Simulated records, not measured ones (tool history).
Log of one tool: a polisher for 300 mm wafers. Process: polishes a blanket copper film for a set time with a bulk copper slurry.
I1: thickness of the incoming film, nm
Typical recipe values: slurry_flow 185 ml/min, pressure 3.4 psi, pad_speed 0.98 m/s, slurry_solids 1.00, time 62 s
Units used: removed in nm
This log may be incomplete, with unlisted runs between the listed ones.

{"run": 1, "hour": 0.0, "slurry_flow": 185, "pressure": 3.4, "pad_speed": 0.98, "slurry_solids": 1.0, "time": 62, "I1": 1913.8, "removed": 592.5}
{"hour": 63.4, "done": "slurry nozzle cleaned"}
{"run": 2, "hour": 83.7, "slurry_flow": 185, "pressure": 3.4, "pad_speed": 0.98, "slurry_solids": 1.0, "time": 62, "I1": 1911.2, "removed": 630.8}
{"run": 3, "hour": 146.1, "slurry_flow": 185, "pressure": 3.4, "pad_speed": 0.98, "slurry_solids": 1.0, "time": 62, "I1": 1903.2, "removed": 642.2}
{"run": 4, "hour": 241.5, "slurry_flow": 185, "pressure": 3.4, "pad_speed": 0.98, "slurry_solids": 1.0, "time": 62, "I1": 1938.2, "removed": 624.1}
{"run": 5, "hour": 372.9, "slurry_flow": 185, "pressure": 3.4, "pad_speed": 0.98, "slurry_solids": 1.0, "time": 62, "I1": 1922.2, "removed": 630.2}
{"hour": 412.7, "done": "worn pad replaced by a new one"}
{"run": 6, "hour": 428.3, "slurry_flow": 185, "pressure": 3.4, "pad_speed": 0.98, "slurry_solids": 1.0, "time": 62, "I1": 1892.6, "removed": 616.7}
{"run": 7, "hour": 518.0, "slurry_flow": 185, "pressure": 3.4, "pad_speed": 0.98, "slurry_solids": 1.0, "time": 62, "I1": 1930.4, "removed": 600.7}
{"hour": 521.4, "done": "head pressure recalibrated"}
{"run": 8, "hour": 581.0, "slurry_flow": 230, "pressure": 3.4, "pad_speed": 0.98, "slurry_solids": 1.0, "time": 62, "I1": 1937.0, "removed": 622.3}
{"run": 9, "hour": 685.0, "slurry_flow": 230, "pressure": 3.4, "pad_speed": 0.98, "slurry_solids": 1.0, "time": 62, "I1": 1931.6, "removed": 601.2}
{"hour": 697.6, "done": "slurry blender recalibrated"}
{"hour": 697.7, "done": "slurry nozzle cleaned"}
{"run": 10, "hour": 751.6, "slurry_flow": 230, "pressure": 3.4, "pad_speed": 0.98, "slurry_solids": 1.0, "time": 62, "I1": 1963.6, "removed": 647.9}
{"run": 11, "hour": 835.7, "slurry_flow": 185, "pressure": 3.4, "pad_speed": 0.98, "slurry_solids": 1.0, "time": 62, "I1": 1952.0, "removed": 612.3}
{"run": 12, "hour": 918.1, "slurry_flow": 245, "pressure": 2.7, "pad_speed": 0.98, "slurry_solids": 1.0, "time": 43, "I1": 1884.1, "removed": 370.6}
{"hour": 980.9, "done": "worn pad replaced by a new one"}
{"run": 13, "hour": 1050.1, "slurry_flow": 130, "pressure": 3.4, "pad_speed": 1.3, "slurry_solids": 0.75, "time": 62, "I1": 1901.9, "removed": 692.9}
{"run": 14, "hour": 1151.6, "slurry_flow": 145, "pressure": 3.4, "pad_speed": 0.98, "slurry_solids": 1.0, "time": 62, "I1": 1925.4, "removed": 560.7}
{"run": 15, "hour": 1221.7, "slurry_flow": 185, "pressure": 3.4, "pad_speed": 0.98, "slurry_solids": 1.1, "time": 62, "I1": 1948.3, "removed": 599.6}
{"run": 16, "hour": 1269.7, "slurry_flow": 185, "pressure": 2.5, "pad_speed": 0.98, "slurry_solids": 1.0, "time": 81, "I1": 1939.6, "removed": 548.8}
{"hour": 1373.7, "done": "slurry blender recalibrated"}
{"hour": 1384.7, "done": "slurry nozzle cleaned"}
{"run": 17, "hour": 1486.8, "slurry_flow": 245, "pressure": 3.4, "pad_speed": 1.2, "slurry_solids": 0.9, "time": 62, "I1": 1892.1, "removed": 790.8}
{"hour": 1570.2, "done": "worn pad replaced by a new one, of another model than before"}
{"run": 18, "hour": 1785.9, "slurry_flow": 185, "pressure": 3.4, "pad_speed": 0.98, "slurry_solids": 1.0, "time": 62, "I1": 1896.5, "removed": 609.3}
{"hour": 1848.3, "done": "head pressure recalibrated"}
{"run": 19, "hour": 1891.3, "slurry_flow": 185, "pressure": 3.0, "pad_speed": 0.98, "slurry_solids": 0.9, "time": 62, "I1": 1890.9, "removed": 539.1}
{"run": 20, "hour": 1972.8, "slurry_flow": 120, "pressure": 2.3, "pad_speed": 0.98, "slurry_solids": 1.0, "time": 62, "I1": 1952.0, "removed": 358.7}
{"hour": 1978.3, "done": "slurry nozzle cleaned"}
{"run": 21, "hour": 2132.2, "slurry_flow": 185, "pressure": 3.4, "pad_speed": 0.98, "slurry_solids": 1.0, "time": 62, "I1": 1911.8, "removed": 641.4}
{"hour": 2134.6, "done": "slurry blender recalibrated"}
{"hour": 2162.2, "done": "worn pad replaced by a new one"}
{"run": 22, "hour": 2182.1, "slurry_flow": 185, "pressure": 3.4, "pad_speed": 0.98, "slurry_solids": 1.25, "time": 50, "I1": 1900.9, "removed": 532.3}
{"run": 23, "hour": 2265.1, "slurry_flow": 235, "pressure": 2.7, "pad_speed": 0.98, "slurry_solids": 1.3, "time": 72, "I1": 1947.4, "removed": 696.9}
{"run": 24, "hour": 2326.7, "slurry_flow": 185, "pressure": 3.4, "pad_speed": 0.98, "slurry_solids": 1.0, "time": 62, "I1": 1938.0, "removed": 609.3}
{"run": 25, "hour": 2365.2, "slurry_flow": 155, "pressure": 3.4, "pad_speed": 0.98, "slurry_solids": 0.85, "time": 73, "I1": 1894.3, "removed": 659.4}
{"run": 26, "hour": 2412.1, "slurry_flow": 185, "pressure": 3.4, "pad_speed": 0.98, "slurry_solids": 1.0, "time": 42, "I1": 1887.8, "removed": 399.9}
{"run": 27, "hour": 2499.2, "slurry_flow": 185, "pressure": 3.4, "pad_speed": 0.98, "slurry_solids": 1.0, "time": 62, "I1": 1947.9, "removed": 582.6}
{"run": 28, "hour": 2581.4, "slurry_flow": 185, "pressure": 3.4, "pad_speed": 0.72, "slurry_solids": 1.1, "time": 62, "I1": 1958.4, "removed": 474.2}
{"hour": 2648.4, "done": "slurry nozzle cleaned"}
{"run": 29, "hour": 2671.0, "slurry_flow": 185, "pressure": 3.4, "pad_speed": 0.68, "slurry_solids": 1.0, "time": 62, "I1": 1911.3, "removed": 517.5}

Forecast each of these 5 alternatives for the next run:
{"run": "A", "hour": 2671.4, "slurry_flow": 225, "pressure": 3.4, "pad_speed": 0.98, "slurry_solids": 1.0, "time": 62, "I1": 1929.8, "removed": "?"}
{"run": "B", "hour": 2671.4, "slurry_flow": 140, "pressure": 3.4, "pad_speed": 0.98, "slurry_solids": 1.0, "time": 62, "I1": 1929.8, "removed": "?"}
{"run": "C", "hour": 2671.4, "slurry_flow": 185, "pressure": 3.4, "pad_speed": 0.8, "slurry_solids": 1.0, "time": 62, "I1": 1929.8, "removed": "?"}
{"run": "D", "hour": 2671.4, "slurry_flow": 185, "pressure": 4.2, "pad_speed": 0.82, "slurry_solids": 0.8, "time": 62, "I1": 1929.8, "removed": "?"}
{"run": "E", "hour": 2671.4, "slurry_flow": 185, "pressure": 2.8, "pad_speed": 0.98, "slurry_solids": 0.75, "time": 62, "I1": 1929.8, "removed": "?"}

run=A removed=653.1
run=B removed=581.2
run=C removed=566.8
run=D removed=636.3
run=E removed=536.2
Without the tool's unlogged condition, the same runs would have read:
run=A removed=656.3
run=B removed=586.7
run=C removed=570.4
run=D removed=640.3
run=E removed=539.6
